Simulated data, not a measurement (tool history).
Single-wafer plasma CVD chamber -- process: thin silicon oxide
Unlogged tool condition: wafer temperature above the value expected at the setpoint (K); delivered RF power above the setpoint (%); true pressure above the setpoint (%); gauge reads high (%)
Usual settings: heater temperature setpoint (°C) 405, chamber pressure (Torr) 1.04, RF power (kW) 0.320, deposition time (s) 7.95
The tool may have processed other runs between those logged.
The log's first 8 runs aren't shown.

run   hour  heater temperature setpoint (°C)  chamber pressure (Torr)  RF power (kW)  deposition time (s)  wafers since the last listed run  hours since the last thermocouple change  hours since the last RF generator calibration  hours since the last manometer calibration  hours since the showerhead was replaced  hours since the gauge calibration  read-back reference wafer on the same gauge, thickness_nm  mean film thickness on the monitor wafer (nm)
  9  267.5                               405                     1.04          0.320                 7.95                              1264                                     218.3                                         1681.4                                      1101.1                                   3778.2                              928.6                                                     20.299                                         18.932
 10  297.3                               405                     1.04          0.320                 7.95                              1226                                     248.1                                         1711.2                                      1130.9                                   3808.0                              958.4                                                     20.314                                         18.926
     315.0  -- showerhead replaced
 11  317.1                               405                     1.04          0.320                 7.95                               485                                     267.9                                         1731.0                                      1150.7                                      2.1                              978.2                                                     20.304                                         18.906
 12  349.3                               405                     1.04          0.320                 7.95                              1325                                     300.1                                         1763.2                                      1182.9                                     34.3                             1010.4                                                     20.304                                         18.931
     382.1  -- capacitance manometer re-zeroed and calibrated
 13  382.6                               396                     1.04          0.320                 8.55                              1041                                     333.4                                         1796.5                                         0.5                                     67.6                             1043.7                                                     20.302                                         20.816
 14  412.0                               400                     1.04          0.320                 7.95                              1210                                     362.8                                         1825.9                                        29.9                                     97.0                             1073.1                                                     20.310                                         19.360
 15  439.1                               405                     1.04          0.355                 9.44                              1115                                     389.9                                         1853.0                                        57.0                                    124.1                             1100.2                                                     20.306                                         23.981
 16  453.8                               411                     0.90          0.355                 7.95                               605                                     404.6                                         1867.7                                        71.7                                    138.8                             1114.9                                                     20.305                                         18.039
 17  483.4                               415                     1.14          0.320                 9.22                              1218                                     434.2                                         1897.3                                       101.3                                    168.4                             1144.5                                                     20.302                                         23.695
 18  517.9                               405                     0.87          0.320                 7.95                              1420                                     468.7                                         1931.8                                       135.8                                    202.9                             1179.0                                                     20.311                                         16.686
     525.3  -- gauge calibrated
 19  535.2                               395                     1.26          0.280                 9.21                               712                                     486.0                                         1949.1                                       153.1                                    220.2                                9.9                                                     20.293                                         23.764
     598.1  -- RF generator calibrated
 20  598.6                               405                     0.95          0.320                 7.95                              2281                                     549.4                                            0.5                                       216.5                                    283.6                               73.3                                                     20.308                                         17.993
 21  622.5                               405                     1.04          0.320                 7.95                               984                                     573.3                                           24.4                                       240.4                                    307.5                               97.2                                                     20.287                                         19.274
 22  654.2                               415                     1.04          0.355                 6.65                              1305                                     605.0                                           56.1                                       272.1                                    339.2                              128.9                                                     20.300                                         16.750
 23  670.8                               415                     0.91          0.275                 6.84                               683                                     621.6                                           72.7                                       288.7                                    355.8                              145.5                                                     20.275                                         13.749
 24  706.6                               395                     0.87          0.285                 7.95                              1474                                     657.4                                          108.5                                       324.5                                    391.6                              181.3                                                     20.303                                         15.858
 25  721.6                               394                     1.04          0.320                 7.95                               617                                     672.4                                          123.5                                       339.5                                    406.6                              196.3                                                     20.306                                         19.372
 26  749.0                               405                     1.12          0.320                 6.68                              1128                                     699.8                                          150.9                                       366.9                                    434.0                              223.7                                                     20.295                                         16.926
 27  782.4                               405                     1.04          0.295                 7.95                              1375                                     733.2                                          184.3                                       400.3                                    467.4                              257.1                                                     20.283                                         18.454
 28  809.2                               405                     1.04          0.320                 7.95                              1103                                     760.0                                          211.1                                       427.1                                    494.2                              283.9                                                     20.305                                         19.191
 29  834.5                               399                     1.04          0.320                 7.95                              1041                                     785.3                                          236.4                                       452.4                                    519.5                              309.2                                                     20.299                                         19.263
 30  849.5                               405                     1.04          0.275                 7.17                               617                                     800.3                                          251.4                                       467.4                                    534.5                              324.2                                                     20.300                                         16.051

Forecast each of these 3 alternatives for the next run:
  A  849.9                               395                     1.04          0.320                 7.95                                16                                     800.7                                          251.8                                       467.8                                    534.9                              324.6                                                          ?                                              ?
  B  849.9                               415                     0.84          0.350                 6.49                                16                                     800.7                                          251.8                                       467.8                                    534.9                              324.6                                                          ?                                              ?
  C  849.9                               405                     1.04          0.285                 9.25                                16                                     800.7                                          251.8                                       467.8                                    534.9                              324.6                                                          ?                                              ?

run  read-back reference wafer on the same gauge, thickness_nm  mean film thickness on the monitor wafer (nm)
  A                                                     20.306                                         19.318
  B                                                     20.306                                         13.629
  C                                                     20.306                                         21.112
Without the tool's hidden state the same runs would have given:
run  mean film thickness on the monitor wafer (nm)
  A                                         19.518
  B                                         13.811
  C                                         21.330
